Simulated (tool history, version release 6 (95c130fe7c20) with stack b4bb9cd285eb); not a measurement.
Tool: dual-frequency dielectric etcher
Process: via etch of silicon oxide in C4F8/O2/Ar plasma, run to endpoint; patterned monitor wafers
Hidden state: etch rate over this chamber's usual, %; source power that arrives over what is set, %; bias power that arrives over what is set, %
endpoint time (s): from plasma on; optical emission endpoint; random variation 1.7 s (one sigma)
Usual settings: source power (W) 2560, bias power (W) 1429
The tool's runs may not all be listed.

run,hour,source power (W),bias power (W),wafers since the last listed run,hours since the last wet clean,hours since the last source power generator calibration,hours since the last bias power generator calibration,hours since the last upper electrode change,"incoming incoming film thickness, nm",endpoint time (s)
1,0.0,2560,1429,0,262.4,3561.7,2905.6,1906.2,959.3,213.6
2,48.5,2560,1429,319,310.9,3610.2,2954.1,1954.7,950.8,211.9
3,123.2,2560,1429,492,385.6,3684.9,3028.8,2029.4,962.3,219.2
# hour 239.4: wet clean of the chamber
4,239.9,2560,1429,611,0.5,3801.6,3145.5,2146.1,949.5,215.5
5,272.4,2560,1429,214,33.0,3834.1,3178.0,2178.6,956.8,212.2
6,336.9,2560,1429,425,97.5,3898.6,3242.5,2243.1,959.2,215.9
# hour 414.4: upper electrode replaced
7,414.9,2560,1429,356,175.5,3976.6,3320.5,0.5,963.6,217.4
8,448.1,2060,1156,218,208.7,4009.8,3353.7,33.7,956.2,262.0
# hour 460.9: bias power generator calibrated
9,517.3,2560,1429,429,277.9,4079.0,56.4,102.9,954.0,214.5
10,573.9,2560,1429,373,334.5,4135.6,113.0,159.5,957.6,218.3
# hour 649.3: wet clean of the chamber
11,649.8,2770,1637,342,0.5,4211.5,188.9,235.4,958.9,198.1
12,728.6,2560,1429,519,79.3,4290.3,267.7,314.2,956.4,218.6
13,778.4,2560,1429,328,129.1,4340.1,317.5,364.0,964.9,219.2
14,839.1,2810,1198,400,189.8,4400.8,378.2,424.7,951.2,218.2
# hour 902.5: source power generator calibrated
15,903.4,2390,1429,397,254.1,0.9,442.5,489.0,956.0,221.9
16,948.2,2560,1167,295,298.9,45.7,487.3,533.8,952.2,232.9
17,1005.5,2210,1731,377,356.2,103.0,544.6,591.1,958.1,216.1
# hour 1083.6: wet clean of the chamber
18,1084.1,2730,1542,360,0.5,181.6,623.2,669.7,968.5,206.4
19,1164.1,2560,1167,527,80.5,261.6,703.2,749.7,960.2,230.9
20,1233.6,1970,1212,458,150.0,331.1,772.7,819.2,960.5,264.3

Forecast each of these 3 alternatives for the next run:
A,1234.1,2560,1429,3,150.5,331.6,773.2,819.7,965.0,?
B,1234.1,2070,1638,3,150.5,331.6,773.2,819.7,965.0,?
C,1234.1,2100,1429,3,150.5,331.6,773.2,819.7,965.0,?

run,endpoint time (s)
A,217.5
B,229.8
C,240.5
Without the tool's hidden state the same runs would have given:
run,endpoint time (s)
A,217.5
B,229.8
C,240.5
